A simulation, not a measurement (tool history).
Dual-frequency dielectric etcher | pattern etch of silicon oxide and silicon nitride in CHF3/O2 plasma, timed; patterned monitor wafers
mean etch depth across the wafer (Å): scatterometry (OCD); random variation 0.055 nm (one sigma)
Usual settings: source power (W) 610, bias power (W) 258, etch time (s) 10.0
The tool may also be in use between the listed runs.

run    hour  source power (W)  bias power (W)  etch time (s)  read-back reference wafer on the same gauge, depth_nm  mean etch depth across the wafer (Å)
  1     0.0               610             276           10.0                                                  22.76                                 211.3
  2    93.0               610             276           10.0                                                  22.79                                 213.9
  3   152.7               610             258           10.0                                                  22.78                                 207.3
  4   189.3               610             258           10.0                                                  22.78                                 207.7
  5   221.0               610             284           10.0                                                  22.84                                 216.8
  6   247.6               610             284           10.0                                                  22.79                                 216.6
  7   316.3               610             284           10.0                                                  22.78                                 218.4
  8   380.4               610             258           10.0                                                  22.78                                 209.7
  9   441.5               610             258           10.0                                                  22.77                                 206.3
 10   464.4               610             258           10.0                                                  22.81                                 207.5
 11   496.4               610             258           10.0                                                  22.78                                 206.6
 12   554.0               710             258           10.0                                                  22.82                                 226.6
 13   585.4               610             258           10.0                                                  22.81                                 207.8
 14   647.9               700             302           11.0                                                  22.77                                 264.1
 15   710.2               570             258           10.0                                                  22.79                                 199.7
 16   740.9               610             258           10.0                                                  22.81                                 205.1
 17   796.4               610             258           10.0                                                  22.81                                 204.8
 18   838.6               610             276           10.0                                                  22.83                                 212.1
 19   865.4               730             258            8.0                                                  22.81                                 183.9
 20   923.8               610             295           10.0                                                  22.83                                 219.0
 21  1006.0               650             300            7.0                                                  22.79                                 158.5
 22  1023.6               610             258           10.0                                                  22.79                                 204.7
 23  1062.8               760             258           10.0                                                  22.79                                 232.1
 24  1112.3               610             258           12.0                                                  22.80                                 246.0
 25  1151.0               710             198           10.0                                                  22.77                                 200.4
 26  1175.3               610             258           10.0                                                  22.79                                 206.5
 27  1202.7               760             258            9.0                                                  22.79                                 210.7
 28  1272.4               540             288           10.0                                                  22.82                                 200.9
 29  1335.2               700             258            8.5                                                  22.80                                 191.6

Taken out of this log: 6 entries between the listed runs. Where each belongs, and how the hidden state differs across it:
Between runs 8 and 9: upper electrode replaced (hour 420.0); wet clean of the chamber (hour 441.0)
  etch rate over this chamber's usual, %: 1.89 -> 0.0759; bias power that arrives over what is set, %: 5.31 -> 5.33
  measured less the result without the state, mean etch depth across the wafer (Å): +8.4 -> +4.7
Between runs 10 and 11: source power generator calibrated (hour 487.5)
  etch rate over this chamber's usual, %: 0.174 -> 0.311; bias power that arrives over what is set, %: 5.34 -> 5.35
  measured less the result without the state, mean etch depth across the wafer (Å): +4.9 -> +5.2
Between runs 15 and 16: bias power generator calibrated (hour 730.3)
  etch rate over this chamber's usual, %: 1.23 -> 1.36; bias power that arrives over what is set, %: 5.42 -> 1.1
  measured less the result without the state, mean etch depth across the wafer (Å): +6.8 -> +3.7
Between runs 19 and 20: gauge calibrated (hour 878.9)
  etch rate over this chamber's usual, %: 1.89 -> 2.14; bias power that arrives over what is set, %: 1.68 -> 1.93
  measured less the result without the state, mean etch depth across the wafer (Å): +4.6 -> +6.4
Between runs 20 and 21: wet clean of the chamber (hour 1005.5)
  etch rate over this chamber's usual, %: 2.14 -> 0.494; bias power that arrives over what is set, %: 1.93 -> 2.26
  measured less the result without the state, mean etch depth across the wafer (Å): +6.4 -> +2.4

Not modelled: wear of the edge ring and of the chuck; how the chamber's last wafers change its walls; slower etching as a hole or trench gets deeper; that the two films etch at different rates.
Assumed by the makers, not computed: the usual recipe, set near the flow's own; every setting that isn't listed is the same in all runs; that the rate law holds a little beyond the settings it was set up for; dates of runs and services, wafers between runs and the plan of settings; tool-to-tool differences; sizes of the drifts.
